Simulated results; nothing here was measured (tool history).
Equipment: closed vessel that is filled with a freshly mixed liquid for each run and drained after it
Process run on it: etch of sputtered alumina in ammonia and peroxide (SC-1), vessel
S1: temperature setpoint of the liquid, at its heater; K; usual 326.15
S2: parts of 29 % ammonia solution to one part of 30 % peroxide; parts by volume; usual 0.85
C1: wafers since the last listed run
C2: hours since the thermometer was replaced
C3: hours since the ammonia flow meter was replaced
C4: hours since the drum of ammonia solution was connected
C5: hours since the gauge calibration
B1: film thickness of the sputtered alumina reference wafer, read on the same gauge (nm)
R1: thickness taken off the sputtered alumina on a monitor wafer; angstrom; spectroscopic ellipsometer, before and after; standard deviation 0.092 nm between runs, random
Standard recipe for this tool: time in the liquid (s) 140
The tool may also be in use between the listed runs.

Run 1, hour 0: usual settings but S2 1.15 parts by volume, time in the liquid (s) 90; C1 0; C2 582.7; C3 923.7; C4 494.1; C5 29.1; B1 79.98. Result: R1 63.8 angstrom.
Run 2, hour 53.5: usual settings; C1 7199; C2 636.2; C3 977.2; C4 547.6; C5 82.6; B1 79.98. Result: R1 97.7 angstrom.
Run 3, hour 159.8: usual settings; C1 14305; C2 742.5; C3 1083.5; C4 653.9; C5 188.9; B1 79.99. Result: R1 96.8 angstrom.
At hour 193.7: ammonia flow meter replaced.
Run 4, hour 199.8: usual settings; C1 5248; C2 782.5; C3 6.1; C4 693.9; C5 228.9; B1 79.98. Result: R1 94.7 angstrom.
At hour 214.8: thermometer replaced.
Run 5, hour 269.4: usual settings but S2 0.7 parts by volume; C1 9231; C2 54.6; C3 75.7; C4 763.5; C5 298.5; B1 80.01. Result: R1 99.8 angstrom.
Run 6, hour 372.7: usual settings but S2 0.7 parts by volume; C1 13901; C2 157.9; C3 179; C4 866.8; C5 401.8; B1 80. Result: R1 99.9 angstrom.
Run 7, hour 476.9: usual settings; C1 14022; C2 262.1; C3 283.2; C4 971; C5 506; B1 80.02. Result: R1 100.8 angstrom.
At hour 597.7: new drum of ammonia solution connected.
Run 8, hour 788.4: usual settings; C1 41785; C2 573.6; C3 594.7; C4 190.7; C5 817.5; B1 80. Result: R1 98.7 angstrom.
Run 9, hour 854.9: usual settings; C1 8949; C2 640.1; C3 661.2; C4 257.2; C5 884; B1 79.97. Result: R1 96.2 angstrom.
Run 10, hour 921.9: usual settings but time in the liquid (s) 75; C1 9016; C2 707.1; C3 728.2; C4 324.2; C5 951; B1 80.01. Result: R1 51.4 angstrom.
At hour 1006.9: thermometer replaced.
Run 11, hour 1037.7: usual settings but time in the liquid (s) 75; C1 15449; C2 30.8; C3 844; C4 440; C5 1066.8; B1 80.03. Result: R1 48.3 angstrom.
Run 12, hour 1109.8: usual settings; C1 9702; C2 102.9; C3 916.1; C4 512.1; C5 1138.9; B1 79.97. Result: R1 89.3 angstrom.
Run 13, hour 1181.3: usual settings; C1 9622; C2 174.4; C3 987.6; C4 583.6; C5 1210.4; B1 80.02. Result: R1 88.5 angstrom.
Run 14, hour 1232.4: usual settings but S1 322.65 K, S2 1.2 parts by volume, time in the liquid (s) 115; C1 6876; C2 225.5; C3 1038.7; C4 634.7; C5 1261.5; B1 80. Result: R1 62.5 angstrom.
At hour 1281.6: ammonia flow meter replaced.
Run 15, hour 1282: usual settings but S1 334.15 K; C1 6540; C2 275.1; C3 0.4; C4 684.3; C5 1311.1; B1 79.99. Result: R1 135.1 angstrom.
Run 16, hour 1368.1: usual settings but S1 322.65 K, S2 0.65 parts by volume, time in the liquid (s) 100; C1 11586; C2 361.2; C3 86.5; C4 770.4; C5 1397.2; B1 80.01. Result: R1 50.7 angstrom.
At hour 1435.9: gauge calibrated.
Run 17, hour 1444.4: usual settings; C1 10267; C2 437.5; C3 162.8; C4 846.7; C5 8.5; B1 80. Result: R1 87.6 angstrom.
Run 18, hour 1507.1: usual settings but S2 1.05 parts by volume, time in the liquid (s) 170; C1 8437; C2 500.2; C3 225.5; C4 909.4; C5 71.2; B1 79.98. Result: R1 106.3 angstrom.
At hour 1513: thermometer replaced, repeated, since the last time left the tool worse.
At hour 1547.4: new drum of ammonia solution connected.
Run 19, hour 1572.6: usual settings; C1 8545; C2 59.6; C3 291; C4 25.2; C5 136.7; B1 80.03. Result: R1 102.7 angstrom.
Run 20, hour 1848.4: usual settings but S1 333.65 K, time in the liquid (s) 85; C1 37115; C2 335.4; C3 566.8; C4 301; C5 412.5; B1 79.96. Result: R1 89 angstrom.
Run 21, hour 1927.5: usual settings but S1 319.65 K; C1 10644; C2 414.5; C3 645.9; C4 380.1; C5 491.6; B1 80.01. Result: R1 68.8 angstrom.
Run 22, hour 2034.5: usual settings but time in the liquid (s) 180; C1 14399; C2 521.5; C3 752.9; C4 487.1; C5 598.6; B1 80.01. Result: R1 125 angstrom.

Alternative continuations, all from the tool just after run 22; predict every row:
Run A, hour 2035.2: usual settings; C1 94; C2 522.2; C3 753.6; C4 487.8; C5 599.3; B1 ?. Result: R1 ?.
Run B, hour 2035.2: usual settings but S1 332.15 K, S2 1.05 parts by volume, time in the liquid (s) 215; C1 94; C2 522.2; C3 753.6; C4 487.8; C5 599.3; B1 ?. Result: R1 ?.
Run C, hour 2035.2: usual settings but S2 0.7 parts by volume, time in the liquid (s) 105; C1 94; C2 522.2; C3 753.6; C4 487.8; C5 599.3; B1 ?. Result: R1 ?.
Run D, hour 2035.2: usual settings but S1 317.15 K, time in the liquid (s) 110; C1 94; C2 522.2; C3 753.6; C4 487.8; C5 599.3; B1 ?. Result: R1 ?.

run     B1     R1
  A  79.99   98.6
  B  79.99  212.3
  C  79.99   72.6
  D  79.99   46.8
What these runs would have given with no unlogged condition in the tool:
run     R1
  A  103.4
  B  222.4
  C   76.1
  D   49.3
